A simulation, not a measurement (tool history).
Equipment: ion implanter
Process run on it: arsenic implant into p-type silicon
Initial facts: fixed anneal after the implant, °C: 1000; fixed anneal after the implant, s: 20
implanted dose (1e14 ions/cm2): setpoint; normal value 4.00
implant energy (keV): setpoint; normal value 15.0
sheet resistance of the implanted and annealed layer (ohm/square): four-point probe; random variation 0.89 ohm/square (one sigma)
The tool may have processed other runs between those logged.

| run | hour | implanted dose (1e14 ions/cm2) | implant energy (keV) | read-back reference wafer on the same gauge, sheet resistance | sheet resistance of the implanted and annealed layer (ohm/square) |
|---|---|---|---|---|---|
| 1 | 0.0 | 4.00 | 15.0 | 201.89 | 245.04 |
| 2 | 65.9 | 4.00 | 15.0 | 202.22 | 244.13 |
| 3 | 156.2 | 4.00 | 15.0 | 201.82 | 243.24 |
| 4 | 223.3 | 4.00 | 15.0 | 201.84 | 244.03 |
| 5 | 312.0 | 4.00 | 15.0 | 202.10 | 240.98 |
| 6 | 402.3 | 3.11 | 15.0 | 201.76 | 292.55 |
| 7 | 487.2 | 3.11 | 15.0 | 202.20 | 293.86 |
| 8 | 576.7 | 4.89 | 15.0 | 201.66 | 208.69 |
| 9 | 619.0 | 3.35 | 13.5 | 202.14 | 279.62 |
| 10 | 725.0 | 4.00 | 15.0 | 202.32 | 240.45 |
| 11 | 811.6 | 4.00 | 15.0 | 201.85 | 241.13 |
| 12 | 898.2 | 3.66 | 13.5 | 202.18 | 258.71 |
| 13 | 944.7 | 4.00 | 15.0 | 202.12 | 239.89 |
| 14 | 997.1 | 4.00 | 19.0 | 202.14 | 233.38 |
| 15 | 1058.1 | 2.97 | 15.0 | 202.15 | 299.80 |
| 16 | 1162.2 | 4.00 | 15.0 | 201.92 | 247.25 |
| 17 | 1257.0 | 4.00 | 15.0 | 201.88 | 246.88 |
| 18 | 1362.8 | 3.41 | 13.0 | 201.71 | 283.42 |
| 19 | 1607.1 | 4.00 | 15.0 | 202.00 | 244.50 |
| 20 | 1699.4 | 3.18 | 13.5 | 202.17 | 293.61 |
| 21 | 1786.5 | 3.41 | 13.0 | 202.33 | 279.69 |
| 22 | 1880.1 | 4.45 | 15.0 | 202.16 | 226.08 |
| 23 | 1925.9 | 3.05 | 15.0 | 202.08 | 298.36 |
| 24 | 2011.3 | 4.00 | 15.0 | 201.93 | 243.69 |
| 25 | 2077.5 | 4.47 | 17.0 | 202.03 | 221.01 |
| 26 | 2126.8 | 4.00 | 15.0 | 202.06 | 242.25 |
| 27 | 2202.5 | 4.39 | 13.5 | 202.07 | 229.59 |
| 28 | 2271.7 | 4.44 | 19.5 | 202.04 | 215.69 |

Not shown here: 4 entries made in the log between runs. Locate each between two listed runs and compare the hidden state at the listed run before it with the hidden state at the listed run after it:
Between runs 1 and 2: gauge calibrated (hour 39.8)
  deviation of the true dose from the Faraday cup's reading, %: 1.91 -> 2.11
  measured minus no-state result, sheet resistance of the implanted and annealed layer (ohm/square): -3.43 -> -3.78
Between runs 10 and 11: extraction supply calibrated (hour 754.3)
  deviation of the true dose from the Faraday cup's reading, %: 4.1 -> 4.37
  measured minus no-state result, sheet resistance of the implanted and annealed layer (ohm/square): -7.22 -> -7.69
Between runs 15 and 16: Faraday cup replaced and dose calibrated (hour 1101.5)
  deviation of the true dose from the Faraday cup's reading, %: 5.11 -> 0.22
  measured minus no-state result, sheet resistance of the implanted and annealed layer (ohm/square): -11.52 -> -0.40
Between runs 20 and 21: gauge calibrated (hour 1741.8)
  deviation of the true dose from the Faraday cup's reading, %: 1.85 -> 2.11
  measured minus no-state result, sheet resistance of the implanted and annealed layer (ohm/square): -4.10 -> -4.43

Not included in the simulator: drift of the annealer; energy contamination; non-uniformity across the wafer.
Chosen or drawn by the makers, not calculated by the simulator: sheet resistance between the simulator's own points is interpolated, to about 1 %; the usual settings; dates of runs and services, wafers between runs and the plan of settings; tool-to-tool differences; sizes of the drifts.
